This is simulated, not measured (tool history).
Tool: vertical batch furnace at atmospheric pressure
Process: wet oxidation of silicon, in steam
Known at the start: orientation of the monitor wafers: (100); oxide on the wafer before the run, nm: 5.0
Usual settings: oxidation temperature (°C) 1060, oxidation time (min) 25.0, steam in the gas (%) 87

run	day	oxidation temperature (°C)	oxidation time (min)	steam in the gas (%)	read-back reference wafer on the same gauge, thickness	oxide thickness on the monitor wafer (nm)
1	0.000	1060	25.0	87	385.59	329.15
2	3.171	1060	25.0	87	386.16	331.47
3	7.021	1060	25.0	87	386.02	329.55
4	12.508	1060	25.0	87	386.33	329.93
5	14.808	1072	25.0	87	386.30	354.31
6	16.329	1060	25.0	87	385.34	328.63
7	18.462	1060	25.0	87	385.70	329.00
8	22.125	1060	25.0	87	385.05	328.38
9	24.962	1060	25.0	87	386.58	330.88
# day 27.617: gauge calibrated
10	28.846	1060	25.0	87	385.83	328.49
11	40.971	1060	25.0	87	386.93	334.01
12	43.083	1047	25.0	87	386.19	304.99
13	44.742	1047	25.0	87	386.14	304.60
# day 47.233: steam generator serviced
14	47.254	1037	20.5	96	385.75	281.68
15	49.038	1060	37.0	87	385.57	443.27
16	51.575	1084	18.5	84	386.11	320.70
17	53.321	1069	25.0	97	386.39	388.43
18	55.871	1052	28.5	83	386.27	349.03
19	59.229	1060	25.0	87	386.73	346.45
# day 62.012: thermocouples replaced and temperature profile calibrated
20	62.033	1060	33.0	92	386.39	414.91
21	64.917	1044	22.0	92	386.41	286.59
22	72.346	1060	25.0	82	386.81	323.08
23	75.854	1060	25.0	87	386.82	330.31
24	79.446	1060	25.0	87	385.52	332.48
# day 79.621: gauge calibrated
25	83.217	1052	28.5	83	385.86	330.77
26	87.492	1060	34.0	76	385.51	370.12

The tool's hidden state at each run:
gauge reads high (%): 0 in every run
H1: true tube temperature minus thermocouple reading, K
H2: steam share off its setpoint, % of the setpoint
run	H1	H2
1	1.22	-7.41
2	1.35	-7.49
3	1.51	-7.57
4	1.76	-7.69
5	1.87	-7.74
6	1.95	-7.76
7	2.06	-7.8
8	2.25	-7.87
9	2.4	-7.91
10	2.63	-7.97
11	3.38	-8.13
12	3.53	-8.15
13	3.64	-8.17
14	3.82	-1.09
15	3.94	-1.38
16	4.13	-1.76
17	4.26	-2.02
18	4.45	-2.37
19	4.71	-2.82
20	0.646	-3.17
21	0.649	-3.51
22	0.682	-4.31
23	0.71	-4.64
24	0.748	-4.97
25	0.798	-5.28
26	0.865	-5.62
